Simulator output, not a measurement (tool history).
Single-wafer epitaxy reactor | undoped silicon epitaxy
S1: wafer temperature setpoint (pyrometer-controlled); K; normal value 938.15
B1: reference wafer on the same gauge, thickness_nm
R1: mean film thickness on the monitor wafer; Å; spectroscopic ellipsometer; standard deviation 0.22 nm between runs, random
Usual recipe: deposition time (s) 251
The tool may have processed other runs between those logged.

Run 1, hour 0: usual settings but S1 934.15 K, deposition time (s) 223; B1 47.417. Result: R1 447.83 Å.
Run 2, hour 16: usual settings but S1 934.15 K, deposition time (s) 223; B1 47.542. Result: R1 445.91 Å.
Run 3, hour 32.8: usual settings; B1 47.401. Result: R1 543.61 Å.
Run 4, hour 54.3: usual settings; B1 47.492. Result: R1 545.79 Å.
Run 5, hour 63.1: usual settings but deposition time (s) 240; B1 47.566. Result: R1 521.05 Å.
Run 6, hour 111.3: usual settings but deposition time (s) 240; B1 47.478. Result: R1 522.52 Å.
Run 7, hour 127.2: usual settings; B1 47.508. Result: R1 548.62 Å.
Run 8, hour 141.3: usual settings; B1 47.443. Result: R1 549.06 Å.
Run 9, hour 150.3: usual settings; B1 47.465. Result: R1 548.99 Å.
Run 10, hour 204.1: usual settings but deposition time (s) 268; B1 47.434. Result: R1 584.09 Å.
Run 11, hour 218.3: usual settings but deposition time (s) 217; B1 47.5. Result: R1 470.45 Å.
Run 12, hour 226.6: usual settings but deposition time (s) 217; B1 47.502. Result: R1 474.71 Å.
Run 13, hour 242.7: usual settings; B1 47.49. Result: R1 544.59 Å.
Run 14, hour 251.4: usual settings; B1 47.428. Result: R1 546.62 Å.
Run 15, hour 266: usual settings; B1 47.53. Result: R1 549.49 Å.
Run 16, hour 281.3: usual settings but S1 923.15 K, deposition time (s) 289; B1 47.611. Result: R1 458.66 Å.
Run 17, hour 287.8: usual settings but S1 952.15 K, deposition time (s) 274; B1 47.472. Result: R1 791.12 Å.
Run 18, hour 295: usual settings but S1 930.15 K, deposition time (s) 217; B1 47.483. Result: R1 402.87 Å.
Run 19, hour 301.8: usual settings but S1 933.15 K, deposition time (s) 236; B1 47.589. Result: R1 466.03 Å.
Run 20, hour 315.3: usual settings but S1 925.15 K, deposition time (s) 301; B1 47.509. Result: R1 496.87 Å.
Run 21, hour 322: usual settings; B1 47.563. Result: R1 544.59 Å.
Run 22, hour 332.4: usual settings; B1 47.587. Result: R1 545.99 Å.
Run 23, hour 338.5: usual settings but S1 934.15 K, deposition time (s) 299; B1 47.569. Result: R1 597.08 Å.
Run 24, hour 348.6: usual settings but S1 944.15 K; B1 47.557. Result: R1 618.86 Å.
Run 25, hour 358.5: usual settings but deposition time (s) 217; B1 47.473. Result: R1 469.04 Å.
Run 26, hour 366.5: usual settings but S1 946.15 K, deposition time (s) 283; B1 47.575. Result: R1 719.86 Å.
Run 27, hour 378.1: usual settings but S1 926.15 K, deposition time (s) 291; B1 47.519. Result: R1 496.23 Å.
Run 28, hour 389.5: usual settings but S1 946.15 K, deposition time (s) 208; B1 47.48. Result: R1 528.93 Å.
Run 29, hour 404.1: usual settings but deposition time (s) 296; B1 47.627. Result: R1 642.43 Å.
Run 30, hour 415.2: usual settings but S1 948.15 K, deposition time (s) 211; B1 47.525. Result: R1 559.7 Å.
Run 31, hour 426.8: usual settings but S1 932.15 K; B1 47.479. Result: R1 483.53 Å.

The log once held 2 entries between its listed runs, left out of this copy. Where does each go, and what is different about the tool's unlogged condition between the listed run before it and the listed run after it?
Run 7 -> run 8: pyrometer calibrated (hour 140.8)
  no hidden state differs between the two runs
Run 10 -> run 11: gauge calibrated (hour 207.1)
  no hidden state differs between the two runs
